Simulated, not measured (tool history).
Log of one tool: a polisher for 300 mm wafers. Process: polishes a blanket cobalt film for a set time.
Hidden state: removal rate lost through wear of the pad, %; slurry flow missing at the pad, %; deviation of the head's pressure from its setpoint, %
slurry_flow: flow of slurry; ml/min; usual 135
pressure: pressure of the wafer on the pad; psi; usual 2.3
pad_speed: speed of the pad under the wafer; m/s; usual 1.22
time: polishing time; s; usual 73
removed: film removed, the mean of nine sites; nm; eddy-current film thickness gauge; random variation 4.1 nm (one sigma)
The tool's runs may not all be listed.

| run | hour | slurry_flow | pressure | pad_speed | time | wafers since the last listed run | wafers polished on this pad | hours since the slurry nozzle was cleaned | hours since the head pressure was calibrated | incoming thickness of the incoming film, nm | removed |
|---|---|---|---|---|---|---|---|---|---|---|---|
| 1 | 0.0 | 160 | 2.3 | 1.22 | 73 | 0 | 596 | 646.1 | 49.3 | 1435.8 | 571.0 |
| 2 | 99.2 | 160 | 2.3 | 1.22 | 73 | 613 | 1209 | 745.3 | 148.5 | 1430.2 | 576.1 |
|  | 107.4 | slurry nozzle cleaned |
| 3 | 136.2 | 160 | 2.3 | 1.22 | 73 | 222 | 1432 | 28.8 | 185.5 | 1464.0 | 599.7 |
| 4 | 194.5 | 135 | 2.3 | 1.22 | 73 | 360 | 1792 | 87.1 | 243.8 | 1459.0 | 580.0 |
| 5 | 247.3 | 135 | 2.3 | 1.22 | 73 | 326 | 2118 | 139.9 | 296.6 | 1459.1 | 569.7 |
| 6 | 354.0 | 135 | 2.3 | 1.44 | 73 | 659 | 2778 | 246.6 | 403.3 | 1439.1 | 668.2 |
|  | 360.2 | head pressure recalibrated |
|  | 380.9 | worn pad replaced by a new one |
| 7 | 426.5 | 135 | 2.3 | 1.44 | 73 | 411 | 281 | 319.1 | 66.3 | 1468.6 | 660.8 |
| 8 | 477.0 | 135 | 2.3 | 1.06 | 73 | 312 | 593 | 369.6 | 116.8 | 1419.6 | 502.2 |
| 9 | 566.8 | 135 | 2.3 | 1.06 | 73 | 555 | 1148 | 459.4 | 206.6 | 1422.7 | 491.2 |
| 10 | 609.7 | 135 | 2.3 | 1.22 | 73 | 265 | 1414 | 502.3 | 249.5 | 1448.4 | 561.1 |
| 11 | 690.7 | 135 | 2.3 | 1.22 | 73 | 500 | 1914 | 583.3 | 330.5 | 1435.5 | 562.5 |
| 12 | 758.6 | 155 | 2.6 | 1.22 | 73 | 419 | 2334 | 651.2 | 398.4 | 1458.4 | 638.3 |
|  | 767.2 | slurry nozzle cleaned |
| 13 | 795.8 | 135 | 2.3 | 1.22 | 73 | 223 | 2558 | 28.6 | 435.6 | 1466.8 | 578.5 |
|  | 800.5 | worn pad replaced by a new one |
|  | 835.4 | head pressure recalibrated |
| 14 | 838.0 | 135 | 2.3 | 1.22 | 73 | 223 | 219 | 70.8 | 2.6 | 1453.9 | 567.4 |
| 15 | 933.1 | 135 | 2.3 | 1.22 | 73 | 587 | 807 | 165.9 | 97.7 | 1450.9 | 578.4 |
| 16 | 982.9 | 95 | 2.0 | 1.22 | 99 | 307 | 1114 | 215.7 | 147.5 | 1448.9 | 634.3 |
| 17 | 1021.9 | 135 | 2.6 | 1.10 | 73 | 241 | 1355 | 254.7 | 186.5 | 1463.3 | 585.6 |
| 18 | 1065.0 | 175 | 2.3 | 1.22 | 73 | 266 | 1622 | 297.8 | 229.6 | 1435.6 | 588.8 |
| 19 | 1147.1 | 135 | 2.3 | 1.22 | 73 | 507 | 2129 | 379.9 | 311.7 | 1460.5 | 566.2 |
|  | 1300.3 | head pressure recalibrated |
|  | 1333.3 | worn pad replaced by a new one |
| 20 | 1437.7 | 135 | 3.1 | 1.22 | 73 | 1759 | 645 | 670.5 | 137.4 | 1447.8 | 761.5 |
| 21 | 1511.7 | 135 | 2.3 | 1.64 | 96 | 457 | 1102 | 744.5 | 211.4 | 1439.4 | 970.7 |
| 22 | 1600.6 | 135 | 2.3 | 0.82 | 90 | 549 | 1652 | 833.4 | 300.3 | 1452.6 | 479.6 |

Run 23 comes next. What will it give?
|  | 1605.7 | slurry nozzle cleaned |
| 23 | 1657.1 | 110 | 3.0 | 1.64 | 98 | 343 | 1995 | 51.4 | 356.8 | 1434.1 | ? |

{"run 23": {"removed": 1283.1}}
Without the tool's hidden state the same run would have given removed 1293.4 nm.

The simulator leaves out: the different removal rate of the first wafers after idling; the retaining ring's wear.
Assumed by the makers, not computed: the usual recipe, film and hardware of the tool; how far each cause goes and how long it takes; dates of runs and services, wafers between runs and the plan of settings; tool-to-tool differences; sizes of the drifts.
